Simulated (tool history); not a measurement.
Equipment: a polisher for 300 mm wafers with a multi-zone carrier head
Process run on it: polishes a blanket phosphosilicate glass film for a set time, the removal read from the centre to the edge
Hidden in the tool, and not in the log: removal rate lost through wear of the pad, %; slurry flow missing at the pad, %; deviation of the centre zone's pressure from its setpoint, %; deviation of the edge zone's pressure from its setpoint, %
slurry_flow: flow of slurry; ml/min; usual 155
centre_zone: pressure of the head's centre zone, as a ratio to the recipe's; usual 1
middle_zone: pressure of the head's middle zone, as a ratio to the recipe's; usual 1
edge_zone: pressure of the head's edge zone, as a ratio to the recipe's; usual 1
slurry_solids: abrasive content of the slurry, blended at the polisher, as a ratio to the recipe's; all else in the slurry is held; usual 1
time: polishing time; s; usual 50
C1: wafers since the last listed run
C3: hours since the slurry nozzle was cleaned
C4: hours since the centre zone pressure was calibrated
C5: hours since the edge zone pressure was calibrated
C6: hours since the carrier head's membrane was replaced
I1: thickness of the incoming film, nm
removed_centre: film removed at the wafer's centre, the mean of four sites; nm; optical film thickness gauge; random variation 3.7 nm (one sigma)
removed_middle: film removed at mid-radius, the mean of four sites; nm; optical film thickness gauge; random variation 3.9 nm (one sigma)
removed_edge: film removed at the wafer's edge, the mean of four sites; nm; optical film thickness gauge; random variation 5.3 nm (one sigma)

Run 1, hour 0: usual settings; C1 0; wafers polished on this pad 683; C3 182.8; C4 50.5; C5 1194.5; C6 1588.3; I1 3835.7. Result: removed_centre 444.3 nm, removed_middle 439 nm, removed_edge 423.4 nm.
At hour 51.3: edge zone pressure recalibrated.
Run 2, hour 66.4: usual settings; C1 441; wafers polished on this pad 1125; C3 249.2; C4 116.9; C5 15.1; C6 1654.7; I1 3894.3. Result: removed_centre 417 nm, removed_middle 416.5 nm, removed_edge 412.6 nm.
Run 3, hour 87.8: usual settings; C1 146; wafers polished on this pad 1272; C3 270.6; C4 138.3; C5 36.5; C6 1676.1; I1 3811. Result: removed_centre 402.7 nm, removed_middle 406 nm, removed_edge 397.4 nm.
At hour 107.8: worn pad replaced by a new one.
Run 4, hour 108.3: usual settings; C1 113; wafers polished on this pad 3; C3 291.1; C4 158.8; C5 57; C6 1696.6; I1 3859.1. Result: removed_centre 449.7 nm, removed_middle 450.5 nm, removed_edge 439.5 nm.
At hour 119.6: slurry nozzle cleaned.
Run 5, hour 126: usual settings but centre_zone 0.96, middle_zone 1.06; C1 114; wafers polished on this pad 118; C3 6.4; C4 176.5; C5 74.7; C6 1714.3; I1 3872.6. Result: removed_centre 423 nm, removed_middle 466.5 nm, removed_edge 430.9 nm.
Run 6, hour 143.2: usual settings; C1 117; wafers polished on this pad 236; C3 23.6; C4 193.7; C5 91.9; C6 1731.5; I1 3839.3. Result: removed_centre 448.1 nm, removed_middle 440.2 nm, removed_edge 440.7 nm.
Run 7, hour 155.4: usual settings but edge_zone 1.08, slurry_solids 1.1, time 35 s; C1 83; wafers polished on this pad 319; C3 35.8; C4 205.9; C5 104.1; C6 1743.7; I1 3910.1. Result: removed_centre 327.6 nm, removed_middle 316.7 nm, removed_edge 318.5 nm.
Run 8, hour 180.7: usual settings but slurry_flow 185 ml/min; C1 173; wafers polished on this pad 493; C3 61.1; C4 231.2; C5 129.4; C6 1769; I1 3824.6. Result: removed_centre 450.6 nm, removed_middle 451.7 nm, removed_edge 445.4 nm.
Run 9, hour 208.8: usual settings but slurry_flow 195 ml/min, centre_zone 1.09; C1 192; wafers polished on this pad 686; C3 89.2; C4 259.3; C5 157.5; C6 1797.1; I1 3864.4. Result: removed_centre 478.2 nm, removed_middle 447.4 nm, removed_edge 429.3 nm.
Run 10, hour 244.4: usual settings but edge_zone 0.91; C1 244; wafers polished on this pad 930; C3 124.8; C4 294.9; C5 193.1; C6 1832.7; I1 3878.3. Result: removed_centre 419.8 nm, removed_middle 415.2 nm, removed_edge 391.6 nm.
At hour 273.3: worn pad replaced by a new one.
At hour 275.5: centre zone pressure recalibrated.
Run 11, hour 280: usual settings but slurry_solids 0.9, time 41 s; C1 203; wafers polished on this pad 32; C3 160.4; C4 4.5; C5 228.7; C6 1868.3; I1 3804.4. Result: removed_centre 359.6 nm, removed_middle 351.2 nm, removed_edge 345.6 nm.
At hour 289: carrier head's membrane replaced by a new one.
Run 12, hour 299.3: usual settings but slurry_solids 0.8; C1 98; wafers polished on this pad 130; C3 179.7; C4 23.8; C5 248; C6 10.3; I1 3854. Result: removed_centre 414.3 nm, removed_middle 417.1 nm, removed_edge 398.7 nm.
At hour 373.2: slurry nozzle cleaned.
Run 13, hour 382.2: usual settings but edge_zone 1.1; C1 561; wafers polished on this pad 692; C3 9; C4 106.7; C5 330.9; C6 93.2; I1 3878.7. Result: removed_centre 439.7 nm, removed_middle 435.9 nm, removed_edge 450.2 nm.
Run 14, hour 418.1: usual settings but middle_zone 1.1, slurry_solids 0.85; C1 246; wafers polished on this pad 938; C3 44.9; C4 142.6; C5 366.8; C6 129.1; I1 3941.5. Result: removed_centre 395.8 nm, removed_middle 426.1 nm, removed_edge 384.1 nm.
Run 15, hour 440.4: usual settings; C1 152; wafers polished on this pad 1091; C3 67.2; C4 164.9; C5 389.1; C6 151.4; I1 3918.2. Result: removed_centre 413.4 nm, removed_middle 412.6 nm, removed_edge 408.8 nm.

Run 16 is up next; what results do you expect?
Run 16, hour 455.3: usual settings; C1 102; wafers polished on this pad 1193; C3 82.1; C4 179.8; C5 404; C6 166.3; I1 3894. Result: removed_centre ?, removed_middle ?, removed_edge ?.

removed_centre: 405.3 nm
removed_middle: 410 nm
removed_edge: 405.6 nm
Were there no unlogged condition in the tool, this run, its random variation unchanged, would have produced removed_centre 451.8 nm, removed_middle 457.1 nm, removed_edge 452.1 nm.
